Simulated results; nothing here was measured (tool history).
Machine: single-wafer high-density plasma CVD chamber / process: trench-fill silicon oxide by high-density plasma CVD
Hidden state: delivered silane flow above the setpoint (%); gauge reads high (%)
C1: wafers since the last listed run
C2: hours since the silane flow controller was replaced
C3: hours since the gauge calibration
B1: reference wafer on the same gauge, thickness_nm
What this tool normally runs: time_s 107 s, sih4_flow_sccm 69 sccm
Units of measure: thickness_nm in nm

run 1 hour=0 | time_s=113 sih4_flow_sccm=69 | C1=0 C2=2634.9 C3=1432.6 | B1=870.787 | thickness_nm=798.863
run 2 hour=57.1 | time_s=113 sih4_flow_sccm=69 | C1=839 C2=2692 C3=1489.7 | B1=870.669 | thickness_nm=797.848
run 3 hour=97.5 | time_s=107 sih4_flow_sccm=69 | C1=594 C2=2732.4 C3=1530.1 | B1=871.063 | thickness_nm=758.405
run 4 hour=146.9 | time_s=107 sih4_flow_sccm=69 | C1=726 C2=2781.8 C3=1579.5 | B1=870.411 | thickness_nm=756.705
run 5 hour=183.8 | time_s=107 sih4_flow_sccm=69 | C1=542 C2=2818.7 C3=1616.4 | B1=870.912 | thickness_nm=757.997
run 6 hour=234.8 | time_s=107 sih4_flow_sccm=79 | C1=750 C2=2869.7 C3=1667.4 | B1=870.864 | thickness_nm=866.907
run 7 hour=298.7 | time_s=121 sih4_flow_sccm=66 | C1=939 C2=2933.6 C3=1731.3 | B1=870.812 | thickness_nm=824.279
run 8 hour=322.9 | time_s=121 sih4_flow_sccm=66 | C1=355 C2=2957.8 C3=1755.5 | B1=870.828 | thickness_nm=820.44
run 9 hour=369.8 | time_s=102 sih4_flow_sccm=69 | C1=689 C2=3004.7 C3=1802.4 | B1=872.127 | thickness_nm=727.815
run 10 hour=430.2 | time_s=102 sih4_flow_sccm=69 | C1=888 C2=3065.1 C3=1862.8 | B1=870.49 | thickness_nm=726.348
run 11 hour=466 | time_s=102 sih4_flow_sccm=69 | C1=526 C2=3100.9 C3=1898.6 | B1=871.746 | thickness_nm=727.449
run 12 hour=493 | time_s=107 sih4_flow_sccm=69 | C1=397 C2=3127.9 C3=1925.6 | B1=870.65 | thickness_nm=767.983
run 13 hour=537 | time_s=107 sih4_flow_sccm=69 | C1=647 C2=3171.9 C3=1969.6 | B1=869.207 | thickness_nm=765.569
run 14 hour=571.6 | time_s=122 sih4_flow_sccm=69 | C1=508 C2=3206.5 C3=2004.2 | B1=870.243 | thickness_nm=872.676
run 15 hour=642.1 | time_s=107 sih4_flow_sccm=69 | C1=1037 C2=3277 C3=2074.7 | B1=871.375 | thickness_nm=766.91
run 16 hour=666.2 | time_s=107 sih4_flow_sccm=69 | C1=354 C2=3301.1 C3=2098.8 | B1=869.889 | thickness_nm=767.971
run 17 hour=737.1 | time_s=107 sih4_flow_sccm=69 | C1=1042 C2=3372 C3=2169.7 | B1=869.999 | thickness_nm=772.298
run 18 hour=791.6 | time_s=107 sih4_flow_sccm=69 | C1=801 C2=3426.5 C3=2224.2 | B1=870.963 | thickness_nm=770.053
run 19 hour=833.9 | time_s=107 sih4_flow_sccm=69 | C1=622 C2=3468.8 C3=2266.5 | B1=871.729 | thickness_nm=771.051
run 20 hour=872.9 | time_s=107 sih4_flow_sccm=69 | C1=573 C2=3507.8 C3=2305.5 | B1=870.024 | thickness_nm=771.468
-- hour=986.7 gauge calibrated
run 21 hour=1031.4 | time_s=124 sih4_flow_sccm=56 | C1=2331 C2=3666.3 C3=44.7 | B1=869.939 | thickness_nm=734.943
run 22 hour=1096.7 | time_s=121 sih4_flow_sccm=66 | C1=960 C2=3731.6 C3=110 | B1=871.416 | thickness_nm=843.455
run 23 hour=1138.5 | time_s=107 sih4_flow_sccm=69 | C1=614 C2=3773.4 C3=151.8 | B1=870.97 | thickness_nm=779.428
-- hour=1169.7 silane flow controller replaced
run 24 hour=1170.2 | time_s=117 sih4_flow_sccm=73 | C1=348 C2=0.5 C3=183.5 | B1=871.591 | thickness_nm=848.742
run 25 hour=1227.9 | time_s=107 sih4_flow_sccm=64 | C1=848 C2=58.2 C3=241.2 | B1=871.199 | thickness_nm=678.292
run 26 hour=1298.5 | time_s=94 sih4_flow_sccm=62 | C1=1038 C2=128.8 C3=311.8 | B1=871.526 | thickness_nm=573.751

For run 27, what comes out?
run 27 hour=1366.3 | time_s=107 sih4_flow_sccm=74 | C1=997 C2=196.6 C3=379.6 | B1=? | thickness_nm=?

{"run 27": {"B1": 870.705, "thickness_nm": 780.146}}
On a tool with no hidden condition, and with the same random variation, this run would have come out at thickness_nm 784.31 nm.
